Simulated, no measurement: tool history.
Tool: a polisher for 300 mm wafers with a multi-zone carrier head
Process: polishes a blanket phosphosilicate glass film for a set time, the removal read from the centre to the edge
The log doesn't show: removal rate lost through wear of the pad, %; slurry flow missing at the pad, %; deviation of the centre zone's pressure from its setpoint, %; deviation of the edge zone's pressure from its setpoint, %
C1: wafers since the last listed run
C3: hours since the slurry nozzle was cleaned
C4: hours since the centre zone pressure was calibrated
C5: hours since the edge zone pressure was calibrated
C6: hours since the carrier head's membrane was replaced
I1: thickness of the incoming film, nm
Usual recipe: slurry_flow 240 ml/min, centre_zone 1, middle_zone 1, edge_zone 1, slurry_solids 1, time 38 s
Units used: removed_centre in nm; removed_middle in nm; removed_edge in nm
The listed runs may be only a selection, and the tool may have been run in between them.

run 1 day=0 | slurry_flow=240 centre_zone=1 middle_zone=1 edge_zone=1 slurry_solids=1 time=38 | C1=0 wafers_polished_on_this_pad=3322 C3=106.1 C4=1045.5 C5=1004.8 C6=1103.3 | I1=4366.8 | removed_centre=377.4 removed_middle=382.3 removed_edge=383.7
-- day=0.171 worn pad replaced by a new one
run 2 day=2.308 | slurry_flow=240 centre_zone=1 middle_zone=1 edge_zone=1 slurry_solids=1 time=38 | C1=824 wafers_polished_on_this_pad=822 C3=161.5 C4=1100.9 C5=1060.2 C6=1158.7 | I1=4317 | removed_centre=398.1 removed_middle=391.9 removed_edge=400
run 3 day=4.2 | slurry_flow=240 centre_zone=1 middle_zone=1 edge_zone=1 slurry_solids=1 time=38 | C1=728 wafers_polished_on_this_pad=1551 C3=206.9 C4=1146.3 C5=1105.6 C6=1204.1 | I1=4329.1 | removed_centre=388.1 removed_middle=386.4 removed_edge=396.8
run 4 day=6.2 | slurry_flow=240 centre_zone=1 middle_zone=1 edge_zone=1 slurry_solids=1 time=38 | C1=770 wafers_polished_on_this_pad=2321 C3=254.9 C4=1194.3 C5=1153.6 C6=1252.1 | I1=4301.8 | removed_centre=392.6 removed_middle=390.7 removed_edge=393.2
-- day=7.675 worn pad replaced by a new one
-- day=8.617 slurry nozzle cleaned
run 5 day=8.717 | slurry_flow=260 centre_zone=1 middle_zone=1 edge_zone=1 slurry_solids=1 time=38 | C1=888 wafers_polished_on_this_pad=385 C3=2.4 C4=1254.7 C5=1214 C6=1312.5 | I1=4346.3 | removed_centre=360.2 removed_middle=360.1 removed_edge=358.3
run 6 day=10.75 | slurry_flow=260 centre_zone=1 middle_zone=1 edge_zone=1 slurry_solids=1 time=38 | C1=782 wafers_polished_on_this_pad=1167 C3=51.2 C4=1303.5 C5=1262.8 C6=1361.3 | I1=4347.5 | removed_centre=338.8 removed_middle=353.3 removed_edge=340.7
-- day=11.204 edge zone pressure recalibrated
run 7 day=11.762 | slurry_flow=240 centre_zone=1 middle_zone=1 edge_zone=1 slurry_solids=1 time=38 | C1=357 wafers_polished_on_this_pad=1525 C3=75.5 C4=1327.8 C5=13.4 C6=1385.6 | I1=4336.6 | removed_centre=341.4 removed_middle=350.3 removed_edge=339.7
-- day=13.646 worn pad replaced by a new one, repeated, since the last time left the tool worse
run 8 day=14.675 | slurry_flow=240 centre_zone=1 middle_zone=1 edge_zone=1 slurry_solids=1 time=38 | C1=1057 wafers_polished_on_this_pad=395 C3=145.4 C4=1397.7 C5=83.3 C6=1455.5 | I1=4328 | removed_centre=406.7 removed_middle=405.9 removed_edge=416.2
-- day=15.392 centre zone pressure recalibrated
run 9 day=15.875 | slurry_flow=240 centre_zone=1 middle_zone=1 edge_zone=1 slurry_solids=1 time=38 | C1=429 wafers_polished_on_this_pad=825 C3=174.2 C4=11.6 C5=112.1 C6=1484.3 | I1=4354.3 | removed_centre=389.8 removed_middle=398.3 removed_edge=397.1
run 10 day=17.129 | slurry_flow=240 centre_zone=1 middle_zone=1 edge_zone=1 slurry_solids=1 time=38 | C1=482 wafers_polished_on_this_pad=1308 C3=204.3 C4=41.7 C5=142.2 C6=1514.4 | I1=4315.4 | removed_centre=389.4 removed_middle=385.7 removed_edge=387.7
run 11 day=18.667 | slurry_flow=240 centre_zone=1 middle_zone=1 edge_zone=1 slurry_solids=1 time=38 | C1=591 wafers_polished_on_this_pad=1900 C3=241.2 C4=78.6 C5=179.1 C6=1551.3 | I1=4252.6 | removed_centre=383.8 removed_middle=392.6 removed_edge=391.2
-- day=21.05 worn pad replaced by a new one
run 12 day=21.325 | slurry_flow=240 centre_zone=1.07 middle_zone=1 edge_zone=1.08 slurry_solids=0.75 time=38 | C1=959 wafers_polished_on_this_pad=105 C3=305 C4=142.4 C5=242.9 C6=1615.1 | I1=4299.4 | removed_centre=340.5 removed_middle=315.5 removed_edge=330
-- day=21.496 slurry nozzle cleaned
run 13 day=23.038 | slurry_flow=240 centre_zone=1 middle_zone=1.12 edge_zone=1 slurry_solids=1 time=38 | C1=643 wafers_polished_on_this_pad=748 C3=37 C4=183.5 C5=284 C6=1656.2 | I1=4281.7 | removed_centre=392.2 removed_middle=421.9 removed_edge=409.5
run 14 day=24.833 | slurry_flow=175 centre_zone=1 middle_zone=1 edge_zone=1.05 slurry_solids=1 time=38 | C1=691 wafers_polished_on_this_pad=1440 C3=80.1 C4=226.6 C5=327.1 C6=1699.3 | I1=4249.8 | removed_centre=375.5 removed_middle=379.3 removed_edge=397.4
run 15 day=26.142 | slurry_flow=240 centre_zone=1 middle_zone=1 edge_zone=1 slurry_solids=1 time=38 | C1=503 wafers_polished_on_this_pad=1943 C3=111.5 C4=258 C5=358.5 C6=1730.7 | I1=4235.3 | removed_centre=390.1 removed_middle=387.3 removed_edge=390.2
run 16 day=28.704 | slurry_flow=240 centre_zone=1 middle_zone=1 edge_zone=1 slurry_solids=1 time=43 | C1=986 wafers_polished_on_this_pad=2930 C3=173 C4=319.5 C5=420 C6=1792.2 | I1=4260.6 | removed_centre=434.7 removed_middle=430.8 removed_edge=445.5
-- day=29.158 worn pad replaced by a new one
run 17 day=30.846 | slurry_flow=240 centre_zone=1 middle_zone=1 edge_zone=1.09 slurry_solids=1 time=38 | C1=760 wafers_polished_on_this_pad=648 C3=224.4 C4=370.9 C5=471.4 C6=1843.6 | I1=4357.5 | removed_centre=394.2 removed_middle=395.3 removed_edge=417.8
-- day=31.821 slurry nozzle cleaned
-- day=32.142 carrier head's membrane replaced by a new one
run 18 day=33.433 | slurry_flow=240 centre_zone=1 middle_zone=1 edge_zone=1 slurry_solids=1 time=38 | C1=899 wafers_polished_on_this_pad=1548 C3=38.7 C4=433 C5=533.5 C6=31 | I1=4261.5 | removed_centre=385 removed_middle=393.3 removed_edge=405.7
run 19 day=34.838 | slurry_flow=240 centre_zone=1 middle_zone=1 edge_zone=1.11 slurry_solids=1 time=38 | C1=540 wafers_polished_on_this_pad=2089 C3=72.4 C4=466.7 C5=567.2 C6=64.7 | I1=4361.7 | removed_centre=384.5 removed_middle=389.7 removed_edge=407.5
run 20 day=36.838 | slurry_flow=240 centre_zone=1.11 middle_zone=1 edge_zone=0.91 slurry_solids=0.9 time=38 | C1=770 wafers_polished_on_this_pad=2859 C3=120.4 C4=514.7 C5=615.2 C6=112.7 | I1=4371.3 | removed_centre=393.3 removed_middle=363.4 removed_edge=348.7
-- day=38.929 worn pad replaced by a new one
run 21 day=39.429 | slurry_flow=285 centre_zone=1 middle_zone=1 edge_zone=1 slurry_solids=1 time=31 | C1=933 wafers_polished_on_this_pad=192 C3=182.6 C4=576.9 C5=677.4 C6=174.9 | I1=4303.5 | removed_centre=342.9 removed_middle=334.8 removed_edge=345.3
run 22 day=41.158 | slurry_flow=240 centre_zone=1 middle_zone=1 edge_zone=1 slurry_solids=1 time=38 | C1=665 wafers_polished_on_this_pad=857 C3=224.1 C4=618.4 C5=718.9 C6=216.4 | I1=4327.8 | removed_centre=396.2 removed_middle=401.5 removed_edge=399.5

3 options for the next run, each taken on its own from the tool as it stands now. Forecast them:
run A day=41.175 | slurry_flow=240 centre_zone=1 middle_zone=1 edge_zone=1 slurry_solids=1 time=38 | C1=6 wafers_polished_on_this_pad=864 C3=224.5 C4=618.8 C5=719.3 C6=216.8 | I1=4280.1 | removed_centre=? removed_middle=? removed_edge=?
run B day=41.175 | slurry_flow=240 centre_zone=1 middle_zone=1 edge_zone=0.93 slurry_solids=0.8 time=38 | C1=6 wafers_polished_on_this_pad=864 C3=224.5 C4=618.8 C5=719.3 C6=216.8 | I1=4280.1 | removed_centre=? removed_middle=? removed_edge=?
run C day=41.175 | slurry_flow=240 centre_zone=1 middle_zone=1 edge_zone=1 slurry_solids=1.25 time=38 | C1=6 wafers_polished_on_this_pad=864 C3=224.5 C4=618.8 C5=719.3 C6=216.8 | I1=4280.1 | removed_centre=? removed_middle=? removed_edge=?

run=A removed_centre=395.1 removed_middle=402.1 removed_edge=404.4
run=B removed_centre=326.9 removed_middle=332.7 removed_edge=323.2
run=C removed_centre=453.2 removed_middle=461.3 removed_edge=463.9
Without the tool's hidden state the same runs would have given:
run=A removed_centre=411.8 removed_middle=419.1 removed_edge=421.5
run=B removed_centre=340.7 removed_middle=346.8 removed_edge=336.9
run=C removed_centre=472.4 removed_middle=480.8 removed_edge=483.5
